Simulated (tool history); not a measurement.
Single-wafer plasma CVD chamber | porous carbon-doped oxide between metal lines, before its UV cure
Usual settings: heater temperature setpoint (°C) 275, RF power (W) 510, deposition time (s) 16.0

| run | hour | heater temperature setpoint (°C) | RF power (W) | deposition time (s) | wafers since the last listed run | hours since the last thermocouple change | hours since the last RF generator calibration | hours since the showerhead was replaced | hours since the gauge calibration | read-back reference wafer on the same gauge, thickness_nm | mean film thickness on the monitor wafer (angstrom) |
|---|---|---|---|---|---|---|---|---|---|---|---|
| 1 | 0.0 | 275 | 510 | 16.0 | 0 | 688.6 | 2090.9 | 2515.2 | 843.6 | 127.063 | 1108.71 |
| 2 | 40.1 | 275 | 510 | 16.0 | 1202 | 728.7 | 2131.0 | 2555.3 | 883.7 | 126.942 | 1108.12 |
| 3 | 67.3 | 275 | 510 | 16.0 | 815 | 755.9 | 2158.2 | 2582.5 | 910.9 | 126.963 | 1109.68 |
| 4 | 106.1 | 275 | 510 | 16.0 | 1163 | 794.7 | 2197.0 | 2621.3 | 949.7 | 126.982 | 1112.28 |
| 5 | 149.3 | 275 | 510 | 16.0 | 1295 | 837.9 | 2240.2 | 2664.5 | 992.9 | 127.087 | 1118.01 |
| 6 | 177.2 | 275 | 510 | 16.0 | 836 | 865.8 | 2268.1 | 2692.4 | 1020.8 | 127.075 | 1107.05 |
| 7 | 208.9 | 275 | 510 | 16.0 | 950 | 897.5 | 2299.8 | 2724.1 | 1052.5 | 127.094 | 1124.27 |
| 8 | 237.1 | 275 | 510 | 16.0 | 845 | 925.7 | 2328.0 | 2752.3 | 1080.7 | 126.975 | 1112.18 |
| 9 | 289.9 | 279 | 510 | 14.5 | 1583 | 978.5 | 2380.8 | 2805.1 | 1133.5 | 127.209 | 995.71 |
| 10 | 319.7 | 279 | 510 | 14.5 | 893 | 1008.3 | 2410.6 | 2834.9 | 1163.3 | 127.162 | 995.61 |
| 11 | 367.8 | 279 | 510 | 14.5 | 1442 | 1056.4 | 2458.7 | 2883.0 | 1211.4 | 127.041 | 1000.42 |
| 12 | 437.0 | 282 | 510 | 16.0 | 2075 | 1125.6 | 2527.9 | 2952.2 | 1280.6 | 127.045 | 1075.00 |
|  | 494.3 | RF generator calibrated |
| 13 | 499.7 | 275 | 510 | 16.0 | 1640 | 1188.3 | 5.4 | 3014.9 | 1343.3 | 126.847 | 1135.09 |
|  | 512.3 | thermocouple changed; heater temperature recalibrated |
| 14 | 556.0 | 275 | 455 | 16.0 | 1448 | 43.7 | 61.7 | 3071.2 | 1399.6 | 127.195 | 1086.37 |
| 15 | 622.0 | 264 | 605 | 13.7 | 1979 | 109.7 | 127.7 | 3137.2 | 1465.6 | 127.162 | 1131.39 |
| 16 | 661.9 | 275 | 510 | 16.0 | 1196 | 149.6 | 167.6 | 3177.1 | 1505.5 | 126.861 | 1154.31 |
| 17 | 721.8 | 261 | 455 | 18.3 | 1796 | 209.5 | 227.5 | 3237.0 | 1565.4 | 127.018 | 1351.39 |
|  | 752.3 | showerhead replaced |
|  | 760.7 | thermocouple changed; heater temperature recalibrated, repeated, since the last time left the tool worse |
| 18 | 787.5 | 275 | 510 | 16.0 | 1490 | 26.8 | 293.2 | 35.2 | 1631.1 | 126.927 | 1092.12 |
| 19 | 852.2 | 285 | 510 | 16.0 | 1940 | 91.5 | 357.9 | 99.9 | 1695.8 | 127.044 | 1033.90 |
|  | 867.7 | gauge calibrated |
| 20 | 921.1 | 266 | 440 | 17.4 | 2066 | 160.4 | 426.8 | 168.8 | 53.4 | 127.040 | 1183.86 |
| 21 | 1004.0 | 275 | 510 | 16.0 | 2486 | 243.3 | 509.7 | 251.7 | 136.3 | 127.067 | 1111.50 |
| 22 | 1142.5 | 261 | 580 | 16.0 | 4153 | 381.8 | 648.2 | 390.2 | 274.8 | 127.037 | 1275.60 |
| 23 | 1190.0 | 264 | 510 | 16.0 | 1424 | 429.3 | 695.7 | 437.7 | 322.3 | 127.038 | 1173.81 |
| 24 | 1229.6 | 275 | 510 | 18.4 | 1187 | 468.9 | 735.3 | 477.3 | 361.9 | 126.930 | 1263.68 |
| 25 | 1292.9 | 270 | 480 | 15.0 | 1898 | 532.2 | 798.6 | 540.6 | 425.2 | 126.866 | 1043.75 |
| 26 | 1354.9 | 268 | 425 | 13.9 | 1859 | 594.2 | 860.6 | 602.6 | 487.2 | 127.066 | 934.14 |
| 27 | 1418.2 | 286 | 555 | 12.9 | 1898 | 657.5 | 923.9 | 665.9 | 550.5 | 127.027 | 880.35 |
| 28 | 1465.0 | 289 | 435 | 16.0 | 1403 | 704.3 | 970.7 | 712.7 | 597.3 | 126.960 | 962.67 |
| 29 | 1519.1 | 275 | 435 | 13.0 | 1622 | 758.4 | 1024.8 | 766.8 | 651.4 | 126.902 | 859.38 |

3 ways to go on from here, each from the tool as it stands after run 29. What would each give?
| A | 1519.5 | 275 | 510 | 16.0 | 11 | 758.8 | 1025.2 | 767.2 | 651.8 | ? | ? |
| B | 1519.5 | 275 | 550 | 16.9 | 11 | 758.8 | 1025.2 | 767.2 | 651.8 | ? | ? |
| C | 1519.5 | 288 | 510 | 16.0 | 11 | 758.8 | 1025.2 | 767.2 | 651.8 | ? | ? |

| run | read-back reference wafer on the same gauge, thickness_nm | mean film thickness on the monitor wafer (angstrom) |
|---|---|---|
| A | 127.087 | 1117.27 |
| B | 127.087 | 1214.82 |
| C | 127.087 | 1038.49 |
Without the tool's hidden state the same runs would have given:
| run | mean film thickness on the monitor wafer (angstrom) |
|---|---|
| A | 1100.79 |
| B | 1196.89 |
| C | 1023.90 |
